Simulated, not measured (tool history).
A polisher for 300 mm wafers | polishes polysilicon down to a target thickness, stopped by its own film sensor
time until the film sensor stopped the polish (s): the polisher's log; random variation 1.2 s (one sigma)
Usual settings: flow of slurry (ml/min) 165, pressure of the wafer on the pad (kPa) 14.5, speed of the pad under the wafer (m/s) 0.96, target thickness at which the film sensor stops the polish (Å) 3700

run	hour	flow of slurry (ml/min)	pressure of the wafer on the pad (kPa)	speed of the pad under the wafer (m/s)	target thickness at which the film sensor stops the polish (Å)	incoming thickness of the incoming film, nm	time until the film sensor stopped the polish (s)
1	0.0	165	13.1	0.96	3700	737.3	80.7
2	11.4	165	13.1	0.96	3700	735.4	83.4
3	26.9	165	14.5	0.96	3070	738.7	90.2
4	42.3	165	14.5	0.96	3070	740.6	91.0
# hour 47.8: slurry nozzle cleaned
5	49.6	165	14.5	0.96	3070	746.9	86.7
6	100.6	165	14.5	0.96	4210	729.1	62.3
7	112.0	165	14.5	0.96	4210	747.2	66.5
# hour 123.1: worn pad replaced by a new one, of another model than before
8	129.3	165	14.5	0.96	3700	741.6	76.1
9	135.8	165	14.5	0.96	3700	741.7	77.0
10	148.7	165	14.5	0.96	3700	747.4	77.1
11	165.1	180	18.6	0.96	3700	756.5	65.6
12	178.0	165	14.5	0.96	3700	740.0	78.3
13	186.1	165	14.5	0.96	3700	732.2	75.9
14	198.7	165	10.3	1.14	4850	743.0	65.6
15	209.4	215	14.5	1.10	3700	735.4	71.0
16	225.7	165	17.9	0.96	2640	743.4	89.8
17	243.5	165	14.5	0.72	4820	724.5	58.7
# hour 250.6: worn pad replaced by a new one
18	260.3	210	14.5	0.96	3700	754.0	80.7
19	271.1	210	11.7	1.30	3700	741.0	82.5
20	279.0	165	14.5	1.12	3220	746.5	95.0
# hour 280.4: slurry nozzle cleaned
21	285.3	165	14.5	0.96	3700	745.0	74.8
22	292.1	190	14.5	0.96	3700	756.9	76.9
23	303.7	165	14.5	0.96	3700	738.2	74.7
24	319.3	180	18.6	0.96	3700	745.2	63.0
25	336.1	180	9.7	1.08	4960	754.1	65.5
# hour 355.9: head pressure recalibrated
# hour 357.3: worn pad replaced by a new one
26	359.9	130	13.1	1.26	2800	740.8	98.4
27	382.1	165	14.5	0.96	3700	737.3	78.0
28	394.5	165	14.5	0.80	4160	744.4	76.2
29	411.8	165	14.5	0.96	3700	738.3	79.0
30	425.8	165	14.5	0.96	3700	740.0	79.4
31	440.5	165	14.5	0.96	3700	732.7	81.0
32	450.6	165	13.1	1.06	3700	729.2	84.2
33	464.9	165	14.5	0.96	3700	732.0	81.6
34	472.0	120	14.5	0.96	3700	730.5	93.5
# hour 490.5: worn pad replaced by a new one
35	491.0	165	11.7	1.16	4120	747.0	83.5
36	500.4	165	14.5	0.96	3700	749.9	88.2

5 ways to go on from here, each from the tool as it stands after run 36. What would each give?
A	500.8	165	14.5	0.96	3700	740.0	?
B	500.8	190	14.5	0.96	2780	740.0	?
C	500.8	145	14.5	0.96	3700	740.0	?
D	500.8	165	14.5	0.72	3700	740.0	?
E	500.8	165	9.7	1.20	3700	740.0	?

run	time until the film sensor stopped the polish (s)
A	86.9
B	103.5
C	91.3
D	94.7
E	104.7
Without the tool's hidden state the same runs would have given:
run	time until the film sensor stopped the polish (s)
A	72.9
B	88.9
C	74.8
D	79.5
E	87.9
